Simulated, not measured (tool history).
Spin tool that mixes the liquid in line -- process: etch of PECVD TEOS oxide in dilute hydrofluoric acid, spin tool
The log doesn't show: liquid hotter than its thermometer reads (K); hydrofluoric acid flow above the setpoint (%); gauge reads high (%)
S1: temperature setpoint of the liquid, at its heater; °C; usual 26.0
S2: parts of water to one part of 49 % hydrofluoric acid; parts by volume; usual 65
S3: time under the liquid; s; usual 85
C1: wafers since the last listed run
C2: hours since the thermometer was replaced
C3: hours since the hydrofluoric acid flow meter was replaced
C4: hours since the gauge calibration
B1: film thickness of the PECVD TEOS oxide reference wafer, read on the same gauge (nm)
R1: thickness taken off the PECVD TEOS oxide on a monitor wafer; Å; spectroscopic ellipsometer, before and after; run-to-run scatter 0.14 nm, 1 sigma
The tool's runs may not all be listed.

run   hour    S1  S2   S3   C1      C2      C3     C4      B1     R1
  1    0.0  26.0  65   60    0  1758.7  1539.7  195.5  110.02  177.5
  2   20.9  26.0  65   60  136  1779.6  1560.6  216.4  110.02  176.8
  3   35.7  26.0  65   60   96  1794.4  1575.4  231.2  109.99  177.1
  4   52.5  26.0  65   85  109  1811.2  1592.2  248.0  110.00  248.7
  5   88.3  26.0  65   85  233  1847.0  1628.0  283.8  109.99  252.2
  6  111.6  26.0  65  110  151  1870.3  1651.3  307.1  109.99  319.2
  7  123.7  26.0  65   85   78  1882.4  1663.4  319.2  109.97  249.4
  8  150.7  26.0  65   85  175  1909.4  1690.4  346.2  110.00  249.8
  9  173.2  26.0  65   85  146  1931.9  1712.9  368.7  110.00  251.4
 10  208.2  26.0  65   85  227  1966.9  1747.9  403.7  110.00  252.6
 11  232.5  26.0  65   85  158  1991.2  1772.2  428.0  109.99  253.1
 12  246.8  26.0  65   85   93  2005.5  1786.5  442.3  109.99  251.9
 13  266.9  26.0  65   85  130  2025.6  1806.6  462.4  109.98  254.5
 14  282.2  23.0  50  105   99  2040.9  1821.9  477.7  110.00  364.0
     289.3  -- thermometer replaced
     299.0  -- hydrofluoric acid flow meter replaced
 15  313.8  26.0  65   85  192    24.5    14.8  509.3  110.00  224.9
 16  344.2  29.0  65   85  197    54.9    45.2  539.7  110.00  250.1
 17  356.4  26.0  65   85   79    67.1    57.4  551.9  110.02  227.1
     393.9  -- gauge calibrated
 18  421.6  31.0  65   85  424   132.3   122.6   27.7  110.00  276.3
 19  443.5  26.0  85  105  142   154.2   144.5   49.6  110.00  206.2
 20  468.8  23.0  50  105  164   179.5   169.8   74.9  110.02  332.0
 21  483.0  26.0  65   85   92   193.7   184.0   89.1  110.02  229.7
 22  498.0  28.5  50   70   97   208.7   199.0  104.1  110.00  275.4
 23  528.9  26.0  40   85  201   239.6   229.9  135.0  110.00  380.2
 24  543.5  28.5  65   85   95   254.2   244.5  149.6  110.02  251.0

Each row is a separate what-if for the run after 24, all from the same tool condition, not one after another. Results?
  A  543.9  28.0  65  85   2  254.6  244.9  150.0   ?   ?
  B  543.9  28.5  85  70   2  254.6  244.9  150.0   ?   ?
  C  543.9  31.0  40  85   2  254.6  244.9  150.0   ?   ?
  D  543.9  30.5  65  85   2  254.6  244.9  150.0   ?   ?
  E  543.9  24.0  55  70   2  254.6  244.9  150.0   ?   ?

run      B1     R1
  A  109.97  246.5
  B  109.97  154.0
  C  109.97  467.8
  D  109.97  271.8
  E  109.97  207.1
Stripped of hidden state, with their random variation kept, the same runs would have yielded:
run     R1
  A  240.4
  B  150.1
  C  456.5
  D  265.0
  E  202.0
